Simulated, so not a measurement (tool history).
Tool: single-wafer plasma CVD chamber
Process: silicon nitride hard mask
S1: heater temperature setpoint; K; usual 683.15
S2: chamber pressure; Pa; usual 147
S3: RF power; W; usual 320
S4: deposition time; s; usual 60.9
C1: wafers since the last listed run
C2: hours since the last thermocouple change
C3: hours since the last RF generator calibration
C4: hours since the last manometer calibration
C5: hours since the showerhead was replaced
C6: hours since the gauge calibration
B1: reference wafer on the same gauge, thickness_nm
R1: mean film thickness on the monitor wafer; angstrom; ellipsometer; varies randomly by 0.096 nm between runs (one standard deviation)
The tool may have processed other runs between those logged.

run     day      S1   S2   S3    S4   C1      C2     C3      C4      C5     C6      B1      R1
  1   0.000  683.15  147  320  60.9    0  2075.1  759.5  2673.0  6099.8  483.6  71.675  627.43
  2   0.483  683.15  147  320  60.9  153  2086.7  771.1  2684.6  6111.4  495.2  71.711  628.08
  3   0.912  683.15  147  320  60.9  136  2097.0  781.4  2694.9  6121.7  505.5  71.713  626.06
  4   1.512  683.15  147  320  60.9  190  2111.4  795.8  2709.3  6136.1  519.9  71.717  626.79
  5   1.912  683.15  120  320  60.9  126  2121.0  805.4  2718.9  6145.7  529.5  71.680  589.47
  6   2.521  683.15  120  320  60.9  192  2135.6  820.0  2733.5  6160.3  544.1  71.725  588.95
  7   2.933  683.15  120  320  60.9  130  2145.5  829.9  2743.4  6170.2  554.0  71.675  588.77
  8   3.558  674.15  171  335  60.9  198  2160.5  844.9  2758.4  6185.2  569.0  71.654  670.32
      3.604  -- gauge calibrated
  9   3.912  683.15  147  320  60.9  112  2169.0  853.4  2766.9  6193.7    7.4  71.738  626.05
 10   4.208  690.15  113  350  57.4   93  2176.1  860.5  2774.0  6200.8   14.5  71.661  563.07
      4.796  -- showerhead replaced
      5.075  -- RF generator calibrated
 11   5.096  689.15  169  350  60.9   86  2197.4    0.5  2795.3     7.2   35.8  71.633  685.04
 12   5.325  696.15  147  270  60.9   72  2202.9    6.0  2800.8    12.7   41.3  71.721  589.90
 13   5.821  675.15  183  365  54.3  157  2214.8   17.9  2812.7    24.6   53.2  71.695  639.00
 14   6.329  683.15  147  320  60.9  161  2227.0   30.1  2824.9    36.8   65.4  71.702  634.04
 15   6.988  679.15  147  280  53.6  208  2242.8   45.9  2840.7    52.6   81.2  71.714  531.00
 16   7.562  683.15  117  320  60.9  182  2256.6   59.7  2854.5    66.4   95.0  71.734  591.90
 17   7.967  683.15  136  285  53.6  128  2266.3   69.4  2864.2    76.1  104.7  71.702  522.02
      8.600  -- capacitance manometer re-zeroed and calibrated
 18   8.621  678.15  116  320  60.9  101  2282.0   85.1     0.5    91.8  120.4  71.715  590.99
 19   9.071  676.15  147  375  60.9  142  2292.8   95.9    11.3   102.6  131.2  71.671  678.09
      9.825  -- thermocouple changed; heater temperature recalibrated
 20   9.846  683.15  168  295  60.9  139     0.5  114.5    29.9   121.2  149.8  71.701  638.43
 21  10.617  674.15  147  320  60.9  244    19.0  133.0    48.4   139.7  168.3  71.694  635.90
 22  11.262  683.15  147  350  67.5  204    34.5  148.5    63.9   155.2  183.8  71.688  729.47
 23  11.938  683.15  147  375  70.8  213    50.7  164.7    80.1   171.4  200.0  71.684  789.15
 24  12.421  683.15  147  320  60.9  153    62.3  176.3    91.7   183.0  211.6  71.715  632.83
 25  12.962  683.15  147  320  60.9  171    75.3  189.3   104.7   196.0  224.6  71.633  634.95
 26  13.679  689.15  147  320  60.9  227    92.5  206.5   121.9   213.2  241.8  71.694  630.42
 27  14.038  676.15  129  345  60.9  113   101.1  215.1   130.5   221.8  250.4  71.725  628.65
 28  14.504  669.15  147  290  60.9  147   112.3  226.3   141.7   233.0  261.6  71.753  609.56

Exercise: give the hidden state of the tool at every run:
wafer temperature above the value expected at the setpoint (K): 0 at every run
true pressure above the setpoint (%): 0 at every run
gauge reads high (%): 0 at every run
H1: delivered RF power above the setpoint (%)
run     H1
  1  -4.43
  2  -4.49
  3  -4.54
  4  -4.62
  5  -4.67
  6  -4.74
  7  -4.79
  8  -4.87
  9  -4.92
 10  -4.95
 11  -1.08
 12  -1.11
 13  -1.17
 14  -1.23
 15  -1.32
 16  -1.39
 17  -1.44
 18  -1.52
 19  -1.58
 20  -1.67
 21  -1.77
 22  -1.85
 23  -1.93
 24  -1.99
 25  -2.06
 26  -2.15
 27  -2.19
 28  -2.25

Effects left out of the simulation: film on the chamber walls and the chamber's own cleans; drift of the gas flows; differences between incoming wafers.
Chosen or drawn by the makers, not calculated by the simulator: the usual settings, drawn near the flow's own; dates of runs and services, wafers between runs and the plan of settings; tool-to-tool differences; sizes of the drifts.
